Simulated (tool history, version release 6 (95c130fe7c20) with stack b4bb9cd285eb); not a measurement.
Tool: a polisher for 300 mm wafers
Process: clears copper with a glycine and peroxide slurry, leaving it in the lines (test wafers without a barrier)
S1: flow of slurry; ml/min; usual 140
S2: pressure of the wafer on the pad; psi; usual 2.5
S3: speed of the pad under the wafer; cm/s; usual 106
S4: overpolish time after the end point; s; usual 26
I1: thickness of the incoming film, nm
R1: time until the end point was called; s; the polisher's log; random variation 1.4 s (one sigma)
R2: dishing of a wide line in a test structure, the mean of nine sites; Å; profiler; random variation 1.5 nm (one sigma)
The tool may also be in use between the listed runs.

Run 1, hour 0: usual settings; I1 518.5. Result: R1 84.8 s, R2 869 Å.
Run 2, hour 13.4: usual settings but S3 130 cm/s; I1 514.1. Result: R1 77 s, R2 909 Å.
Run 3, hour 23.5: usual settings but S3 130 cm/s; I1 509.2. Result: R1 77.6 s, R2 916 Å.
At hour 32.3: worn pad replaced by a new one.
Run 4, hour 32.8: usual settings but S2 2.8 psi; I1 507. Result: R1 82.3 s, R2 884 Å.
Run 5, hour 41.3: usual settings but S4 17 s; I1 512.7. Result: R1 89 s, R2 611 Å.
Run 6, hour 51.5: usual settings but S4 17 s; I1 510. Result: R1 85.3 s, R2 614 Å.
Run 7, hour 58.1: usual settings; I1 511.5. Result: R1 88.9 s, R2 866 Å.
Run 8, hour 74.1: usual settings; I1 510.6. Result: R1 87.9 s, R2 849 Å.
Run 9, hour 91.5: usual settings; I1 509.3. Result: R1 86.4 s, R2 838 Å.
Run 10, hour 104.5: usual settings; I1 506.3. Result: R1 88.6 s, R2 880 Å.
Run 11, hour 111.4: usual settings but S1 150 ml/min; I1 502.1. Result: R1 85.8 s, R2 823 Å.
At hour 122.1: worn pad replaced by a new one.
At hour 140.4: head pressure recalibrated.
Run 12, hour 156.6: usual settings but S1 150 ml/min; I1 507.1. Result: R1 84.8 s, R2 847 Å.
Run 13, hour 170: usual settings; I1 507.4. Result: R1 88.7 s, R2 848 Å.
Run 14, hour 181.5: usual settings; I1 510.7. Result: R1 88.1 s, R2 839 Å.
At hour 196.4: slurry nozzle cleaned.
Run 15, hour 198.8: usual settings but S2 3.2 psi, S3 132 cm/s, S4 11 s; I1 513.8. Result: R1 75.1 s, R2 488 Å.
Run 16, hour 207.7: usual settings; I1 513.6. Result: R1 95.3 s, R2 794 Å.
At hour 213.2: worn pad replaced by a new one.
Run 17, hour 221.4: usual settings but S1 165 ml/min; I1 513.7. Result: R1 92.7 s, R2 834 Å.
Run 18, hour 228.8: usual settings but S1 160 ml/min, S2 1.7 psi, S3 92 cm/s; I1 519.8. Result: R1 118.6 s, R2 658 Å.
At hour 234.3: slurry nozzle cleaned, repeated, since the last time left the tool worse.
Run 19, hour 238.5: usual settings; I1 507.5. Result: R1 84.8 s, R2 860 Å.
Run 20, hour 249.6: usual settings; I1 519.4. Result: R1 89.6 s, R2 851 Å.
Run 21, hour 258: usual settings but S1 105 ml/min, S2 2 psi; I1 506.2. Result: R1 97.3 s, R2 762 Å.
Run 22, hour 267.1: usual settings but S4 34 s; I1 510. Result: R1 87 s, R2 992 Å.
Run 23, hour 281.6: usual settings; I1 512.5. Result: R1 83 s, R2 867 Å.
Run 24, hour 287.7: usual settings but S2 2.8 psi, S4 39 s; I1 507.3. Result: R1 80.6 s, R2 1155 Å.
Run 25, hour 301.5: usual settings but S1 120 ml/min, S2 2.1 psi, S3 68 cm/s; I1 519.6. Result: R1 119.6 s, R2 681 Å.
At hour 309.4: worn pad replaced by a new one.
Run 26, hour 311.2: usual settings but S2 2.9 psi, S3 142 cm/s, S4 13 s; I1 504.8. Result: R1 67.3 s, R2 586 Å.

Forecast each of these 3 alternatives for the next run:
Run A, hour 311.7: usual settings; I1 510.5. Result: R1 ?, R2 ?.
Run B, hour 311.7: usual settings but S1 175 ml/min; I1 510.5. Result: R1 ?, R2 ?.
Run C, hour 311.7: usual settings but S3 142 cm/s, S4 38 s; I1 510.5. Result: R1 ?, R2 ?.

run    R1    R2
  A  86.3   853
  B  83.4   873
  C  73.3  1171
Without the tool's hidden state the same runs would have given:
run    R1    R2
  A  84.4   866
  B  81.9   884
  C  71.7  1184

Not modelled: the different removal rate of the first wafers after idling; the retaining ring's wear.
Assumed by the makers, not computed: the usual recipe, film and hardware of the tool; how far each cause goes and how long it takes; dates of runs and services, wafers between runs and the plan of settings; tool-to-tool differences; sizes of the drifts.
